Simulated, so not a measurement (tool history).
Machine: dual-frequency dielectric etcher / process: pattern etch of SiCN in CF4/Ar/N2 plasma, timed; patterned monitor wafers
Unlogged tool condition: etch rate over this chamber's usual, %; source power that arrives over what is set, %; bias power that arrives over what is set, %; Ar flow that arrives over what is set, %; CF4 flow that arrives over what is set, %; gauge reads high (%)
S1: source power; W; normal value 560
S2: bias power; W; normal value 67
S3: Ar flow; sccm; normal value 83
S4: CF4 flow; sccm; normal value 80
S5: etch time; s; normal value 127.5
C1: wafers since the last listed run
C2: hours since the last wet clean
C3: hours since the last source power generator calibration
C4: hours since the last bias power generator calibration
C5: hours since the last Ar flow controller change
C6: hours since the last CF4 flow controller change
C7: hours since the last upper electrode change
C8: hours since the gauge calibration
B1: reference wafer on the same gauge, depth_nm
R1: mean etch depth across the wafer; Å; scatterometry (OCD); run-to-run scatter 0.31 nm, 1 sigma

run,hour,S1,S2,S3,S4,S5,C1,C2,C3,C4,C5,C6,C7,C8,B1,R1
1,0.0,560,67,83,80,127.5,0,1.2,2031.0,1592.6,1384.4,3468.6,4149.2,420.3,128.1,1317
2,66.0,510,67,83,80,127.5,589,67.2,2097.0,1658.6,1450.4,3534.6,4215.2,486.3,127.8,1192
3,91.0,560,67,83,80,127.5,223,92.2,2122.0,1683.6,1475.4,3559.6,4240.2,511.3,128.1,1318
4,231.2,560,67,83,80,127.5,1253,232.4,2262.2,1823.8,1615.6,3699.8,4380.4,651.5,128.0,1322
5,266.5,560,67,83,80,127.5,315,267.7,2297.5,1859.1,1650.9,3735.1,4415.7,686.8,128.0,1323
6,315.9,560,67,83,80,127.5,441,317.1,2346.9,1908.5,1700.3,3784.5,4465.1,736.2,128.0,1321
7,344.0,560,67,83,80,127.5,251,345.2,2375.0,1936.6,1728.4,3812.6,4493.2,764.3,127.9,1326
# hour 376.5: upper electrode replaced
8,398.8,560,67,83,80,127.5,275,400.0,2429.8,1991.4,1783.2,3867.4,22.3,819.1,128.0,1326
9,434.1,470,67,94,80,127.5,315,435.3,2465.1,2026.7,1818.5,3902.7,57.6,854.4,128.0,1077
# hour 467.0: CF4 flow controller replaced
10,500.0,560,67,83,80,127.5,535,501.2,2531.0,2092.6,1884.4,33.0,123.5,920.3,127.9,1327
# hour 525.4: wet clean of the chamber
11,534.5,560,67,83,80,127.5,93,9.1,2565.5,2127.1,1918.9,67.5,158.0,954.8,127.9,1330
# hour 535.7: gauge calibrated
12,562.6,560,67,83,80,127.5,251,37.2,2593.6,2155.2,1947.0,95.6,186.1,26.9,127.9,1330
13,624.0,560,67,67,80,159.0,548,98.6,2655.0,2216.6,2008.4,157.0,247.5,88.3,127.9,1719
# hour 667.7: bias power generator calibrated
14,685.7,610,71,83,80,127.5,515,160.3,2716.7,18.0,2070.1,218.7,309.2,150.0,128.1,1477
# hour 692.8: source power generator calibrated
# hour 697.1: Ar flow controller replaced
15,746.4,560,67,83,100,116.0,468,221.0,53.6,78.7,49.3,279.4,369.9,210.7,128.0,1241
16,816.4,480,50,83,80,127.5,625,291.0,123.6,148.7,119.3,349.4,439.9,280.7,128.0,1036
17,856.8,560,67,83,80,127.5,361,331.4,164.0,189.1,159.7,389.8,480.3,321.1,127.9,1309
18,920.6,660,67,83,73,127.5,570,395.2,227.8,252.9,223.5,453.6,544.1,384.9,128.2,1539

For run 19, what comes out?
19,976.7,560,67,72,80,127.5,501,451.3,283.9,309.0,279.6,509.7,600.2,441.0,?,?

B1: 128.0
R1: 1348 Å
With the hidden condition absent and the run-to-run variation left alone, this run would have shown R1 1344 Å.

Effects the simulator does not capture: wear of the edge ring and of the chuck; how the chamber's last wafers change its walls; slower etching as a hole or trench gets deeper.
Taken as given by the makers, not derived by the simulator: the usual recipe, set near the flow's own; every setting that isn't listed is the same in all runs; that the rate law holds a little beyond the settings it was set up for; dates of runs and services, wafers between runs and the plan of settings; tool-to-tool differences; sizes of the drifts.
